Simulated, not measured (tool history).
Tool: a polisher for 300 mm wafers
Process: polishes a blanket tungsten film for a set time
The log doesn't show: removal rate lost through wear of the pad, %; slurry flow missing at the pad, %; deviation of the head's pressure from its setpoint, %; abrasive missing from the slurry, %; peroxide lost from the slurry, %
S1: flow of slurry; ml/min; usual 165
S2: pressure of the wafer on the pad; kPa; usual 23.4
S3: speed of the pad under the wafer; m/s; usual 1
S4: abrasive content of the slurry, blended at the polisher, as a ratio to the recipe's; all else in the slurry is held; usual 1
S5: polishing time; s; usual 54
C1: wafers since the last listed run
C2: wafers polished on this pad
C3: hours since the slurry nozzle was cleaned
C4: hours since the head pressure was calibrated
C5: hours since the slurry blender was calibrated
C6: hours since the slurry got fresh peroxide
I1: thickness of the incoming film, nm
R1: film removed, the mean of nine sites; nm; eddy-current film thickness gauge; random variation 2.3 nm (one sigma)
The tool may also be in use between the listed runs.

Run 1, hour 0: usual settings; C1 0; C2 391; C3 442.1; C4 924.6; C5 167.6; C6 128.1; I1 1194.4. Result: R1 197.2 nm.
Run 2, hour 32.4: usual settings; C1 412; C2 803; C3 474.5; C4 957; C5 200; C6 160.5; I1 1206.1. Result: R1 195 nm.
At hour 40.8: slurry blender recalibrated.
At hour 49: slurry nozzle cleaned.
At hour 56.1: slurry tank refilled with fresh slurry and peroxide.
Run 3, hour 63.8: usual settings; C1 348; C2 1152; C3 14.8; C4 988.4; C5 23; C6 7.7; I1 1238.9. Result: R1 196.7 nm.
Run 4, hour 85.9: usual settings but S4 0.9; C1 281; C2 1433; C3 36.9; C4 1010.5; C5 45.1; C6 29.8; I1 1245.3. Result: R1 188.3 nm.
Run 5, hour 110.9: usual settings but S2 28.3 kPa; C1 318; C2 1751; C3 61.9; C4 1035.5; C5 70.1; C6 54.8; I1 1229. Result: R1 230.5 nm.
Run 6, hour 131.7: usual settings but S1 190 ml/min, S2 20.7 kPa, S5 62 s; C1 264; C2 2016; C3 82.7; C4 1056.3; C5 90.9; C6 75.6; I1 1203. Result: R1 194.6 nm.
Run 7, hour 155.7: usual settings but S1 205 ml/min, S3 1.1 m/s, S5 63 s; C1 305; C2 2322; C3 106.7; C4 1080.3; C5 114.9; C6 99.6; I1 1223. Result: R1 253.1 nm.
At hour 165.3: worn pad replaced by a new one.
At hour 173.1: head pressure recalibrated.
Run 8, hour 187.5: usual settings but S1 220 ml/min, S2 26.9 kPa, S3 0.78 m/s; C1 328; C2 256; C3 138.5; C4 14.4; C5 146.7; C6 131.4; I1 1200.1. Result: R1 189.6 nm.
Run 9, hour 201.7: usual settings but S1 200 ml/min, S2 20 kPa; C1 180; C2 437; C3 152.7; C4 28.6; C5 160.9; C6 145.6; I1 1206.5. Result: R1 174.3 nm.
Run 10, hour 218: usual settings but S2 16.5 kPa; C1 207; C2 644; C3 169; C4 44.9; C5 177.2; C6 161.9; I1 1233.7. Result: R1 138.6 nm.
Run 11, hour 238.8: usual settings but S2 27.6 kPa, S5 66 s; C1 264; C2 909; C3 189.8; C4 65.7; C5 198; C6 182.7; I1 1220.1. Result: R1 284.2 nm.
At hour 249.1: slurry blender recalibrated.
Run 12, hour 253.2: usual settings; C1 157; C2 1067; C3 204.2; C4 80.1; C5 4.1; C6 197.1; I1 1217.9. Result: R1 197.8 nm.
At hour 261.4: slurry tank refilled with fresh slurry and peroxide.
Run 13, hour 273.5: usual settings but S4 0.85, S5 62 s; C1 245; C2 1312; C3 224.5; C4 100.4; C5 24.4; C6 12.1; I1 1213.8. Result: R1 215.7 nm.
Run 14, hour 298.8: usual settings but S1 225 ml/min, S2 19.3 kPa, S3 1.16 m/s, S5 45 s; C1 321; C2 1634; C3 249.8; C4 125.7; C5 49.7; C6 37.4; I1 1230.8. Result: R1 156.1 nm.
Run 15, hour 321: usual settings but S2 17.2 kPa, S4 0.85; C1 282; C2 1917; C3 272; C4 147.9; C5 71.9; C6 59.6; I1 1242.3. Result: R1 134.7 nm.
Run 16, hour 349.3: usual settings but S1 200 ml/min, S4 1.2, S5 44 s; C1 360; C2 2277; C3 300.3; C4 176.2; C5 100.2; C6 87.9; I1 1202.7. Result: R1 163.9 nm.
Run 17, hour 361.7: usual settings; C1 157; C2 2435; C3 312.7; C4 188.6; C5 112.6; C6 100.3; I1 1209.8. Result: R1 189.8 nm.
Run 18, hour 391.3: usual settings but S1 145 ml/min, S2 31.7 kPa, S4 1.2, S5 48 s; C1 376; C2 2812; C3 342.3; C4 218.2; C5 142.2; C6 129.9; I1 1204.3. Result: R1 234.2 nm.
At hour 398.7: worn pad replaced by a new one.
Run 19, hour 406: usual settings but S1 115 ml/min; C1 136; C2 93; C3 357; C4 232.9; C5 156.9; C6 144.6; I1 1234.2. Result: R1 192.5 nm.
Run 20, hour 432.2: usual settings but S2 27.6 kPa, S3 1.1 m/s; C1 333; C2 426; C3 383.2; C4 259.1; C5 183.1; C6 170.8; I1 1230. Result: R1 259.7 nm.
Run 21, hour 456.7: usual settings but S2 16.5 kPa, S3 0.7 m/s, S4 0.85, S5 48 s; C1 311; C2 738; C3 407.7; C4 283.6; C5 207.6; C6 195.3; I1 1203.1. Result: R1 83.7 nm.
At hour 469.6: slurry tank refilled with fresh slurry and peroxide.
At hour 491.9: slurry blender recalibrated.
At hour 497.5: slurry nozzle cleaned.
Run 22, hour 533.5: usual settings but S1 145 ml/min, S2 31.7 kPa, S4 1.2, S5 48 s; C1 926; C2 1665; C3 36; C4 360.4; C5 41.6; C6 63.9; I1 1228.3. Result: R1 233.1 nm.
Run 23, hour 565.2: usual settings; C1 403; C2 2068; C3 67.7; C4 392.1; C5 73.3; C6 95.6; I1 1235.6. Result: R1 189.8 nm.
At hour 601.4: worn pad replaced by a new one.
Run 24, hour 655.6: usual settings but S4 0.85; C1 1099; C2 689; C3 158.1; C4 482.5; C5 163.7; C6 186; I1 1230.6. Result: R1 193.1 nm.
Run 25, hour 684.1: usual settings; C1 362; C2 1052; C3 186.6; C4 511; C5 192.2; C6 214.5; I1 1213.1. Result: R1 191.2 nm.

Hidden state or all else? Some run-to-run changes of R1, split into what the settings, what came in and random variation would give without the hidden state, and what is left for the hidden state (with any gauge scatter that isn't in both results):
Run 7 -> 8: S1 205 -> 220, S2 23.4 -> 26.9, S3 1.1 -> 0.78, S5 63 -> 54, worn pad replaced by a new one, head pressure recalibrated. R1 -63.5 nm: hidden state +24.8, all else -88.3.
Run 18 -> 19: S1 145 -> 115, S2 31.7 -> 23.4, S4 1.2 -> 1, S5 48 -> 54, worn pad replaced by a new one. R1 -41.7 nm: hidden state +25.2, all else -66.9.
Run 20 -> 21: S2 27.6 -> 16.5, S3 1.1 -> 0.7, S4 1 -> 0.85, S5 54 -> 48. R1 -176 nm: hidden state +5.7, all else -181.7.
Run 21 -> 22: S1 165 -> 145, S2 16.5 -> 31.7, S3 0.7 -> 1, S4 0.85 -> 1.2, slurry tank refilled with fresh slurry and peroxide, slurry blender recalibrated, slurry nozzle cleaned. R1 +149.4 nm: hidden state -18.1, all else +167.5.
